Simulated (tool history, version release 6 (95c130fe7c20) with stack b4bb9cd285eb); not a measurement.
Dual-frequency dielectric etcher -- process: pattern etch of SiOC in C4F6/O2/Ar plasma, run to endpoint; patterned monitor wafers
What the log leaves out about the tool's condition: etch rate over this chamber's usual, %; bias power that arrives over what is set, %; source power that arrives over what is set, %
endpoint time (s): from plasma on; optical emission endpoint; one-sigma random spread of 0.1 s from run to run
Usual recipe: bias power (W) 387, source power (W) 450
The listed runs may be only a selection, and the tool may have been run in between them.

run	day	bias power (W)	source power (W)	wafers since the last listed run	hours since the last wet clean	hours since the last bias power generator calibration	hours since the last source power generator calibration	hours since the last upper electrode change	incoming incoming film thickness, nm	endpoint time (s)
1	0	387	450	0	118.7	2435.9	3012.6	3776.3	31.11	12.8
2	0.592	387	450	174	132.9	2450.1	3026.8	3790.5	31.09	12.5
3	1.542	351	450	279	155.7	2472.9	3049.6	3813.3	30.95	12.7
4	2.621	351	450	317	181.6	2498.8	3075.5	3839.2	31.07	12.7
5	3.971	351	450	397	214	2531.2	3107.9	3871.6	31.36	12.8
# day 5.154: upper electrode replaced
6	5.325	350	450	104	246.5	2563.7	3140.4	4.1	31.18	12.8
7	6.746	350	450	418	280.6	2597.8	3174.5	38.2	30.86	12.8
8	7.512	350	450	225	299	2616.2	3192.9	56.6	31.29	12.9
9	8.829	387	490	387	330.6	2647.8	3224.5	88.2	31.21	12.1
10	9.771	330	340	277	353.2	2670.4	3247.1	110.8	30.91	13.9
11	10.883	476	410	327	379.9	2697.1	3273.8	137.5	31.12	12.3
12	11.579	387	450	204	396.6	2713.8	3290.5	154.2	31.02	12.6
13	12.258	387	390	199	412.9	2730.1	3306.8	170.5	31.12	12.8
14	13.292	335	450	304	437.7	2754.9	3331.6	195.3	31.18	12.8
15	14.408	387	380	328	464.5	2781.7	3358.4	222.1	31.04	12.9
16	15.062	462	450	192	480.2	2797.4	3374.1	237.8	31.14	12.1
# day 15.396: bias power generator calibrated
17	15.738	334	450	149	496.4	8.2	3390.3	254	30.87	12.9

Run 18 is up next; what results do you expect?
18	17.183	350	450	425	531.1	42.9	3425	288.7	30.79	?

{"run 18": {"endpoint time (s)": 12.8}}
With the hidden condition absent and the run-to-run variation left alone, this run would have shown endpoint time (s) 12.8.
